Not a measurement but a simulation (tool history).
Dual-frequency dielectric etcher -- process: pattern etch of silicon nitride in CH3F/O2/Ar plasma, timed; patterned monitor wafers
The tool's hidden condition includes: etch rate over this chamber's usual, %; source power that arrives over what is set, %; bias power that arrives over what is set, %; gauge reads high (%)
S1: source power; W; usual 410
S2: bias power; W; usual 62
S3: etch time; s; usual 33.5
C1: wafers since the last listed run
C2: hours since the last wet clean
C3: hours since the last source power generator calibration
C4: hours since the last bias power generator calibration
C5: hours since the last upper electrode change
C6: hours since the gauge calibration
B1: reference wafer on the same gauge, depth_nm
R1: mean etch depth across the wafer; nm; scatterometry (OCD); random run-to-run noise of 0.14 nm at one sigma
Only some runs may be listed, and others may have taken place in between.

{"run": 1, "hour": 0.0, "S1": 360, "S2": 62, "S3": 33.5, "C1": 0, "C2": 161.8, "C3": 1348.8, "C4": 2003.8, "C5": 3901.0, "C6": 204.5, "B1": 26.62, "R1": 21.61}
{"run": 2, "hour": 26.5, "S1": 410, "S2": 62, "S3": 33.5, "C1": 562, "C2": 188.3, "C3": 1375.3, "C4": 2030.3, "C5": 3927.5, "C6": 231.0, "B1": 26.6, "R1": 23.51}
{"run": 3, "hour": 73.4, "S1": 410, "S2": 62, "S3": 33.5, "C1": 994, "C2": 235.2, "C3": 1422.2, "C4": 2077.2, "C5": 3974.4, "C6": 277.9, "B1": 26.59, "R1": 23.65}
{"run": 4, "hour": 117.1, "S1": 410, "S2": 62, "S3": 37.5, "C1": 927, "C2": 278.9, "C3": 1465.9, "C4": 2120.9, "C5": 4018.1, "C6": 321.6, "B1": 26.59, "R1": 26.45}
{"run": 5, "hour": 155.7, "S1": 410, "S2": 62, "S3": 37.5, "C1": 818, "C2": 317.5, "C3": 1504.5, "C4": 2159.5, "C5": 4056.7, "C6": 360.2, "B1": 26.62, "R1": 26.46}
{"run": 6, "hour": 185.9, "S1": 330, "S2": 62, "S3": 33.5, "C1": 640, "C2": 347.7, "C3": 1534.7, "C4": 2189.7, "C5": 4086.9, "C6": 390.4, "B1": 26.55, "R1": 20.84}
{"hour": 229.5, "done": "wet clean of the chamber"}
{"hour": 248.4, "done": "upper electrode replaced"}
{"run": 7, "hour": 248.9, "S1": 330, "S2": 62, "S3": 33.5, "C1": 425, "C2": 19.4, "C3": 1597.7, "C4": 2252.7, "C5": 0.5, "C6": 453.4, "B1": 26.58, "R1": 20.79}
{"hour": 261.4, "done": "gauge calibrated"}
{"hour": 291.9, "done": "source power generator calibrated"}
{"run": 8, "hour": 311.6, "S1": 470, "S2": 78, "S3": 27.5, "C1": 1245, "C2": 82.1, "C3": 19.7, "C4": 2315.4, "C5": 63.2, "C6": 50.2, "B1": 26.58, "R1": 22.63}
{"run": 9, "hour": 363.2, "S1": 410, "S2": 50, "S3": 26.5, "C1": 1094, "C2": 133.7, "C3": 71.3, "C4": 2367.0, "C5": 114.8, "C6": 101.8, "B1": 26.56, "R1": 17.41}
{"hour": 387.7, "done": "bias power generator calibrated"}
{"run": 10, "hour": 414.6, "S1": 370, "S2": 62, "S3": 27.0, "C1": 1005, "C2": 185.1, "C3": 122.7, "C4": 26.9, "C5": 166.2, "C6": 153.2, "B1": 26.63, "R1": 17.82}
{"run": 11, "hour": 445.3, "S1": 410, "S2": 62, "S3": 33.5, "C1": 651, "C2": 215.8, "C3": 153.4, "C4": 57.6, "C5": 196.9, "C6": 183.9, "B1": 26.59, "R1": 23.69}
{"run": 12, "hour": 497.0, "S1": 320, "S2": 62, "S3": 29.0, "C1": 1096, "C2": 267.5, "C3": 205.1, "C4": 109.3, "C5": 248.6, "C6": 235.6, "B1": 26.61, "R1": 17.61}
{"run": 13, "hour": 550.1, "S1": 410, "S2": 62, "S3": 33.5, "C1": 1126, "C2": 320.6, "C3": 258.2, "C4": 162.4, "C5": 301.7, "C6": 288.7, "B1": 26.61, "R1": 23.78}
{"run": 14, "hour": 574.4, "S1": 350, "S2": 47, "S3": 27.5, "C1": 515, "C2": 344.9, "C3": 282.5, "C4": 186.7, "C5": 326.0, "C6": 313.0, "B1": 26.59, "R1": 16.17}

Consider 3 possible next runs. They are alternatives, not a sequence: every one starts from the tool as it was left by run 14. What does each give?
{"run": "A", "hour": 574.8, "S1": 440, "S2": 62, "S3": 33.5, "C1": 8, "C2": 345.3, "C3": 282.9, "C4": 187.1, "C5": 326.4, "C6": 313.4, "B1": "?", "R1": "?"}
{"run": "B", "hour": 574.8, "S1": 350, "S2": 77, "S3": 36.0, "C1": 8, "C2": 345.3, "C3": 282.9, "C4": 187.1, "C5": 326.4, "C6": 313.4, "B1": "?", "R1": "?"}
{"run": "C", "hour": 574.8, "S1": 410, "S2": 62, "S3": 42.5, "C1": 8, "C2": 345.3, "C3": 282.9, "C4": 187.1, "C5": 326.4, "C6": 313.4, "B1": "?", "R1": "?"}

run=A B1=26.64 R1=24.63
run=B B1=26.64 R1=24.95
run=C B1=26.64 R1=30.03
What these runs would have given with no unlogged condition in the tool:
run=A R1=24.63
run=B R1=24.95
run=C R1=30.03
